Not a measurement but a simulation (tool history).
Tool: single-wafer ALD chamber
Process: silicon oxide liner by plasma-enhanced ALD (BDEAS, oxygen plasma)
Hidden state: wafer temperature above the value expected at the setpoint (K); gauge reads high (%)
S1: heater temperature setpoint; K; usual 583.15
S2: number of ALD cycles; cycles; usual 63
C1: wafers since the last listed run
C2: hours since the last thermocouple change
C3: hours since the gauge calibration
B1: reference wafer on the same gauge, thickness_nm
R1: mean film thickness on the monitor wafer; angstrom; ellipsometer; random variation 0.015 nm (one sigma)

run   hour      S1  S2   C1      C2     C3     B1     R1
  1      0  572.15  63    0  1279.4  260.9  5.273  62.55
  2   19.7  583.15  63  125  1299.1  280.6  5.266   61.4
  3   35.7  583.15  63  102  1315.1  296.6   5.27  61.47
  4   60.1  583.15  63  155  1339.5    321   5.26  61.43
  5   76.3  580.15  63  103  1355.7  337.2  5.257  61.87
  6  109.1  580.15  63  209  1388.5    370  5.254  61.67
  7  126.9  577.15  63  113  1406.3  387.8  5.237  61.76
  8  138.9  577.15  63   76  1418.3  399.8  5.243  61.76
  9  166.4  583.15  63  175  1445.8  427.3  5.235  60.86
 10  189.1  583.15  63  144  1468.5    450  5.219     61
 11  217.5  575.15  63  181  1496.9  478.4  5.208  61.79
     235.9  -- gauge calibrated
 12  250.9  575.15  63  213  1530.3     15  5.291  62.48
 13  280.1  570.15  71  186  1559.5   44.2  5.289  71.05
 14  326.3  579.15  54  295  1605.7   90.4  5.289   53.3
 15  339.2  583.15  63   82  1618.6  103.3  5.284  61.53
 16  351.8  598.15  63   80  1631.2  115.9   5.29  60.55
 17  386.4  588.15  67  220  1665.8  150.5  5.287  65.24
 18  400.4  578.15  52   89  1679.8  164.5  5.279  51.23
 19  430.8  583.15  75  194  1710.2  194.9  5.276  73.36

Run 20 comes next. What will it give?
     452.3  -- thermocouple changed; heater temperature recalibrated
 20  452.8  570.15  71  89  0.5  216.9   ?   ?

B1: 5.265
R1: 70.62 angstrom
Without the tool's hidden state the same run would have given R1 71.01 angstrom.
